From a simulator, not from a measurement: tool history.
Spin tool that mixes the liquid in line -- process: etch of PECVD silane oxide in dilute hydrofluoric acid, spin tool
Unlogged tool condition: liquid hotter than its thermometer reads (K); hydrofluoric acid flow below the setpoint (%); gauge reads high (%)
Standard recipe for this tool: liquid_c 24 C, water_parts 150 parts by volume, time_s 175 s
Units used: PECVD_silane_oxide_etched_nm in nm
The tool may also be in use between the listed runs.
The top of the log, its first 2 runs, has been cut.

run   hour  liquid_c  water_parts  time_s  wafers since the last listed run  hours since the thermometer was replaced  hours since the hydrofluoric acid flow meter was replaced  hours since the gauge calibration  read-back film thickness of the PECVD silane oxide reference wafer, read on the same gauge (nm)  PECVD_silane_oxide_etched_nm
  3   73.5        24          150     175                               210                                     876.7                                                      456.0                             1308.8                                                                                           140.04                         42.37
  4  123.9        24          150     175                               440                                     927.1                                                      506.4                             1359.2                                                                                           139.98                         42.81
  5  184.5        24          150     175                               529                                     987.7                                                      567.0                             1419.8                                                                                           140.00                         42.96
  6  238.7        24          150     175                               473                                    1041.9                                                      621.2                             1474.0                                                                                           140.03                         42.91
  7  301.2        24          150     215                               546                                    1104.4                                                      683.7                             1536.5                                                                                           140.01                         53.63
  8  358.4        24          150     215                               500                                    1161.6                                                      740.9                             1593.7                                                                                           140.00                         53.58
  9  383.7        24          130     175                               221                                    1186.9                                                      766.2                             1619.0                                                                                           139.96                         50.57
 10  454.5        24          130     175                               618                                    1257.7                                                      837.0                             1689.8                                                                                           140.02                         50.95
 11  515.0        23          110     175                               528                                    1318.2                                                      897.5                             1750.3                                                                                           139.97                         60.59
 12  545.2        23          110     175                               264                                    1348.4                                                      927.7                             1780.5                                                                                           140.00                         59.68
     579.1  -- gauge calibrated
 13  604.0        24          150     260                               514                                    1407.2                                                      986.5                               24.9                                                                                           140.01                         64.45
 14  649.8        24          150     260                               400                                    1453.0                                                     1032.3                               70.7                                                                                           140.00                         64.85
 15  696.1        19          150     175                               404                                    1499.3                                                     1078.6                              117.0                                                                                           139.99                         36.74
 16  732.6        24          180      95                               319                                    1535.8                                                     1115.1                              153.5                                                                                           139.98                         19.36
     783.4  -- hydrofluoric acid flow meter replaced
 17  799.9        24          170     175                               579                                    1603.1                                                       16.5                              220.8                                                                                           140.03                         38.09

The next listed run, before its measurement:
 18  828.8        27          185      85                               252                                    1632.0                                                       45.4                              249.7                                                                                                ?                             ?

{"run 18": {"read-back film thickness of the PECVD silane oxide reference wafer, read on the same gauge (nm)": 140.02, "PECVD_silane_oxide_etched_nm": 18.62}}
With the hidden condition absent and the run-to-run variation left alone, this run would have shown PECVD_silane_oxide_etched_nm 17.00 nm.

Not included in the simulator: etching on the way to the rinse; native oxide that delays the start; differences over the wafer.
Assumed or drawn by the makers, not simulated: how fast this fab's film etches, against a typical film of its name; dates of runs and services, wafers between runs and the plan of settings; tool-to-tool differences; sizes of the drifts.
